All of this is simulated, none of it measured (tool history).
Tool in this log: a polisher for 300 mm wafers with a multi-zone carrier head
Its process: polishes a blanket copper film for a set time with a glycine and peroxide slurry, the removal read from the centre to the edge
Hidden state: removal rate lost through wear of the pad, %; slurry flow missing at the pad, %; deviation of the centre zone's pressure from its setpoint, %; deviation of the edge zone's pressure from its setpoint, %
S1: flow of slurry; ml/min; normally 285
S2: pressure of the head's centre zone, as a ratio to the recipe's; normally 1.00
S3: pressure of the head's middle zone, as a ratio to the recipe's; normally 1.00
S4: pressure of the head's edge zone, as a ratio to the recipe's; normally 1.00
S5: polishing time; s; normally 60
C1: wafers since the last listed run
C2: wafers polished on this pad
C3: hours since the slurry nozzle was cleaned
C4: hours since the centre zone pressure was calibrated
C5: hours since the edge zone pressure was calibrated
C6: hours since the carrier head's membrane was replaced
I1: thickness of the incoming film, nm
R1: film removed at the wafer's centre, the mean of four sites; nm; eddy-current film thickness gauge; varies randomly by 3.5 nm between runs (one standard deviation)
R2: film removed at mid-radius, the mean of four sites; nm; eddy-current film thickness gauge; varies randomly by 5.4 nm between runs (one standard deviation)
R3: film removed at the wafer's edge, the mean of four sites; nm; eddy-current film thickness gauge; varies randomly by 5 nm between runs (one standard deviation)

{"run": 1, "day": 0.0, "S1": 285, "S2": 1.0, "S3": 1.0, "S4": 1.0, "S5": 60, "C1": 0, "C2": 731, "C3": 290.5, "C4": 807.5, "C5": 793.6, "C6": 1951.4, "I1": 2258.8, "R1": 404.8, "R2": 414.6, "R3": 406.9}
{"day": 0.292, "done": "edge zone pressure recalibrated"}
{"day": 0.475, "done": "carrier head's membrane replaced by a new one"}
{"run": 2, "day": 0.496, "S1": 285, "S2": 1.0, "S3": 1.0, "S4": 1.0, "S5": 60, "C1": 65, "C2": 797, "C3": 302.4, "C4": 819.4, "C5": 4.9, "C6": 0.5, "I1": 2241.3, "R1": 397.9, "R2": 404.3, "R3": 396.9}
{"day": 0.771, "done": "worn pad replaced by a new one"}
{"run": 3, "day": 0.829, "S1": 285, "S2": 1.0, "S3": 1.0, "S4": 1.0, "S5": 60, "C1": 47, "C2": 16, "C3": 310.4, "C4": 827.4, "C5": 12.9, "C6": 8.5, "I1": 2274.0, "R1": 415.7, "R2": 431.9, "R3": 414.3}
{"run": 4, "day": 1.538, "S1": 285, "S2": 1.0, "S3": 1.0, "S4": 1.0, "S5": 60, "C1": 201, "C2": 218, "C3": 327.4, "C4": 844.4, "C5": 29.9, "C6": 25.5, "I1": 2279.9, "R1": 417.1, "R2": 424.9, "R3": 422.2}
{"day": 1.938, "done": "centre zone pressure recalibrated"}
{"run": 5, "day": 2.1, "S1": 230, "S2": 1.0, "S3": 1.0, "S4": 1.0, "S5": 60, "C1": 136, "C2": 354, "C3": 340.9, "C4": 3.9, "C5": 43.4, "C6": 39.0, "I1": 2241.0, "R1": 404.6, "R2": 417.7, "R3": 406.6}
{"run": 6, "day": 2.467, "S1": 285, "S2": 1.0, "S3": 1.05, "S4": 1.0, "S5": 60, "C1": 104, "C2": 459, "C3": 349.7, "C4": 12.7, "C5": 52.2, "C6": 47.8, "I1": 2261.7, "R1": 410.6, "R2": 439.5, "R3": 407.8}
{"run": 7, "day": 2.838, "S1": 285, "S2": 1.0, "S3": 1.0, "S4": 1.0, "S5": 60, "C1": 105, "C2": 564, "C3": 358.6, "C4": 21.6, "C5": 61.1, "C6": 56.7, "I1": 2245.9, "R1": 411.0, "R2": 426.4, "R3": 410.1}
{"run": 8, "day": 3.429, "S1": 285, "S2": 1.0, "S3": 0.94, "S4": 1.0, "S5": 66, "C1": 168, "C2": 733, "C3": 372.8, "C4": 35.8, "C5": 75.3, "C6": 70.9, "I1": 2224.4, "R1": 445.9, "R2": 440.3, "R3": 452.7}
{"run": 9, "day": 3.95, "S1": 285, "S2": 1.04, "S3": 1.06, "S4": 1.06, "S5": 60, "C1": 148, "C2": 881, "C3": 385.3, "C4": 48.3, "C5": 87.8, "C6": 83.4, "I1": 2228.2, "R1": 409.3, "R2": 429.3, "R3": 414.9}
{"day": 4.229, "done": "worn pad replaced by a new one"}
{"run": 10, "day": 4.746, "S1": 285, "S2": 1.05, "S3": 1.0, "S4": 1.0, "S5": 60, "C1": 179, "C2": 146, "C3": 404.4, "C4": 67.4, "C5": 106.9, "C6": 102.5, "I1": 2271.3, "R1": 435.1, "R2": 436.5, "R3": 410.8}
{"run": 11, "day": 5.229, "S1": 285, "S2": 1.0, "S3": 1.0, "S4": 1.0, "S5": 60, "C1": 137, "C2": 284, "C3": 416.0, "C4": 79.0, "C5": 118.5, "C6": 114.1, "I1": 2254.9, "R1": 416.1, "R2": 428.6, "R3": 411.4}
{"run": 12, "day": 5.642, "S1": 285, "S2": 1.0, "S3": 1.0, "S4": 1.0, "S5": 48, "C1": 117, "C2": 401, "C3": 425.9, "C4": 88.9, "C5": 128.4, "C6": 124.0, "I1": 2240.2, "R1": 333.2, "R2": 343.2, "R3": 324.1}
{"run": 13, "day": 6.038, "S1": 285, "S2": 1.0, "S3": 1.0, "S4": 1.0, "S5": 60, "C1": 112, "C2": 514, "C3": 435.4, "C4": 98.4, "C5": 137.9, "C6": 133.5, "I1": 2258.7, "R1": 415.8, "R2": 422.4, "R3": 408.3}
{"run": 14, "day": 6.371, "S1": 380, "S2": 1.0, "S3": 0.96, "S4": 1.0, "S5": 69, "C1": 94, "C2": 609, "C3": 443.4, "C4": 106.4, "C5": 145.9, "C6": 141.5, "I1": 2272.4, "R1": 490.2, "R2": 478.8, "R3": 471.0}
{"day": 6.725, "done": "slurry nozzle cleaned"}
{"run": 15, "day": 7.379, "S1": 335, "S2": 1.0, "S3": 1.0, "S4": 1.0, "S5": 70, "C1": 275, "C2": 884, "C3": 15.7, "C4": 130.6, "C5": 170.1, "C6": 165.7, "I1": 2258.2, "R1": 475.8, "R2": 489.4, "R3": 464.6}
{"run": 16, "day": 7.758, "S1": 285, "S2": 1.0, "S3": 1.0, "S4": 1.0, "S5": 60, "C1": 107, "C2": 992, "C3": 24.8, "C4": 139.7, "C5": 179.2, "C6": 174.8, "I1": 2204.2, "R1": 385.5, "R2": 402.6, "R3": 390.5}
{"day": 8.133, "done": "worn pad replaced by a new one"}
{"run": 17, "day": 8.154, "S1": 285, "S2": 1.0, "S3": 1.0, "S4": 1.0, "S5": 60, "C1": 65, "C2": 5, "C3": 34.3, "C4": 149.2, "C5": 188.7, "C6": 184.3, "I1": 2233.2, "R1": 426.5, "R2": 432.9, "R3": 409.6}
{"run": 18, "day": 8.342, "S1": 380, "S2": 1.0, "S3": 0.96, "S4": 0.94, "S5": 41, "C1": 53, "C2": 58, "C3": 38.8, "C4": 153.7, "C5": 193.2, "C6": 188.8, "I1": 2272.4, "R1": 293.7, "R2": 291.0, "R3": 283.6}
{"run": 19, "day": 8.662, "S1": 285, "S2": 1.03, "S3": 1.12, "S4": 1.05, "S5": 46, "C1": 91, "C2": 150, "C3": 46.5, "C4": 161.4, "C5": 200.9, "C6": 196.5, "I1": 2268.0, "R1": 322.9, "R2": 361.4, "R3": 329.5}
{"run": 20, "day": 9.271, "S1": 285, "S2": 1.04, "S3": 1.0, "S4": 1.0, "S5": 60, "C1": 173, "C2": 323, "C3": 61.1, "C4": 176.0, "C5": 215.5, "C6": 211.1, "I1": 2247.5, "R1": 428.7, "R2": 431.8, "R3": 413.2}
{"run": 21, "day": 9.767, "S1": 310, "S2": 1.0, "S3": 0.92, "S4": 1.0, "S5": 42, "C1": 141, "C2": 464, "C3": 73.0, "C4": 187.9, "C5": 227.4, "C6": 223.0, "I1": 2203.8, "R1": 294.0, "R2": 286.0, "R3": 293.4}
{"run": 22, "day": 10.454, "S1": 385, "S2": 1.0, "S3": 1.0, "S4": 1.0, "S5": 68, "C1": 195, "C2": 660, "C3": 89.5, "C4": 204.4, "C5": 243.9, "C6": 239.5, "I1": 2234.1, "R1": 479.4, "R2": 495.4, "R3": 476.2}

What if the next run were any one of these 4? Each begins from the tool's condition after run 22:
{"run": "A", "day": 10.471, "S1": 285, "S2": 1.0, "S3": 1.0, "S4": 1.0, "S5": 80, "C1": 4, "C2": 665, "C3": 89.9, "C4": 204.8, "C5": 244.3, "C6": 239.9, "I1": 2227.8, "R1": "?", "R2": "?", "R3": "?"}
{"run": "B", "day": 10.471, "S1": 285, "S2": 0.96, "S3": 1.0, "S4": 1.09, "S5": 53, "C1": 4, "C2": 665, "C3": 89.9, "C4": 204.8, "C5": 244.3, "C6": 239.9, "I1": 2227.8, "R1": "?", "R2": "?", "R3": "?"}
{"run": "C", "day": 10.471, "S1": 285, "S2": 1.0, "S3": 1.0, "S4": 1.0, "S5": 72, "C1": 4, "C2": 665, "C3": 89.9, "C4": 204.8, "C5": 244.3, "C6": 239.9, "I1": 2227.8, "R1": "?", "R2": "?", "R3": "?"}
{"run": "D", "day": 10.471, "S1": 285, "S2": 1.0, "S3": 1.0, "S4": 1.05, "S5": 60, "C1": 4, "C2": 665, "C3": 89.9, "C4": 204.8, "C5": 244.3, "C6": 239.9, "I1": 2227.8, "R1": "?", "R2": "?", "R3": "?"}

run=A R1=546.7 R2=546.8 R3=549.1
run=B R1=352.7 R2=362.2 R3=379.6
run=C R1=492.0 R2=492.1 R3=494.2
run=D R1=410.0 R2=410.1 R3=421.8
What these runs would have given with no unlogged condition in the tool:
run=A R1=560.8 R2=560.9 R3=563.3
run=B R1=361.8 R2=371.6 R3=389.4
run=C R1=504.7 R2=504.8 R3=507.0
run=D R1=420.6 R2=420.7 R3=432.7

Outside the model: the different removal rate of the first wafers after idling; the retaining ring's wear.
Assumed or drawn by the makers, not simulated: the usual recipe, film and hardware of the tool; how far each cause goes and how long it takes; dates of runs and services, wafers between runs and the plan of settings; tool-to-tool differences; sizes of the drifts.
